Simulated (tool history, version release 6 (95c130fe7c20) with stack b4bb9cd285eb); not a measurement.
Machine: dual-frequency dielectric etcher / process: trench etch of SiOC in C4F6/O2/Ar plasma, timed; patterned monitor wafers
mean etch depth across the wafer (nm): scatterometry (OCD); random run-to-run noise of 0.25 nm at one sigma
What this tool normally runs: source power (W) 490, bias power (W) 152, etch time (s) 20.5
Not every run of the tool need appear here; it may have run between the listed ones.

run,day,source power (W),bias power (W),etch time (s),"read-back reference wafer on the same gauge, depth_nm",mean etch depth across the wafer (nm)
1,0.000,490,152,20.5,53.89,45.41
2,0.783,490,152,20.5,53.86,45.20
3,2.025,490,152,20.5,53.83,44.82
4,2.812,440,152,20.5,53.87,43.16
5,4.083,440,152,20.5,53.94,43.32
6,4.817,440,152,20.5,53.95,43.22
7,6.046,540,152,20.5,53.99,45.49
# day 6.971: bias power generator calibrated
8,7.262,540,152,20.5,53.92,45.66
9,8.108,540,152,20.5,53.91,45.27
10,8.700,490,152,20.5,53.82,43.92
# day 9.375: gauge calibrated
11,9.842,490,152,20.5,53.83,43.06
12,10.738,490,152,24.0,53.83,50.50
13,11.904,490,152,24.0,53.89,50.66
# day 12.917: upper electrode replaced
14,12.938,490,129,20.5,53.95,40.60
15,13.558,490,152,20.5,53.87,42.78
# day 14.288: source power generator calibrated
# day 15.750: wet clean of the chamber
16,15.771,450,152,24.0,53.98,51.83
17,15.788,380,175,20.5,53.84,44.56
18,16.667,490,152,25.5,53.85,56.16
19,17.479,400,119,24.5,53.86,45.67
20,18.217,560,164,15.5,53.87,36.23
21,19.379,490,166,20.5,53.87,45.78
22,20.808,410,123,15.0,53.86,28.15
23,21.450,450,124,23.5,53.87,45.85
24,22.696,450,135,16.5,53.85,32.87
25,23.525,410,115,20.5,53.88,37.00
26,24.646,490,152,20.5,53.81,43.83
27,26.571,380,152,20.5,53.96,40.21
28,27.679,380,117,15.5,53.97,27.31
29,28.850,490,152,20.5,53.91,43.29

Alternative continuations, all from the tool just after run 29; predict every row:
A,28.867,530,152,20.5,?,?
B,28.867,600,152,17.0,?,?
C,28.867,380,142,22.5,?,?
D,28.867,390,139,16.5,?,?
E,28.867,490,126,23.5,?,?

run,"read-back reference wafer on the same gauge, depth_nm",mean etch depth across the wafer (nm)
A,53.89,44.22
B,53.89,38.15
C,53.89,42.69
D,53.89,31.27
E,53.89,45.89
The same runs, with their run-to-run variation unchanged, on a tool lacking any hidden condition would have given:
run,mean etch depth across the wafer (nm)
A,46.09
B,39.77
C,44.50
D,32.60
E,47.83

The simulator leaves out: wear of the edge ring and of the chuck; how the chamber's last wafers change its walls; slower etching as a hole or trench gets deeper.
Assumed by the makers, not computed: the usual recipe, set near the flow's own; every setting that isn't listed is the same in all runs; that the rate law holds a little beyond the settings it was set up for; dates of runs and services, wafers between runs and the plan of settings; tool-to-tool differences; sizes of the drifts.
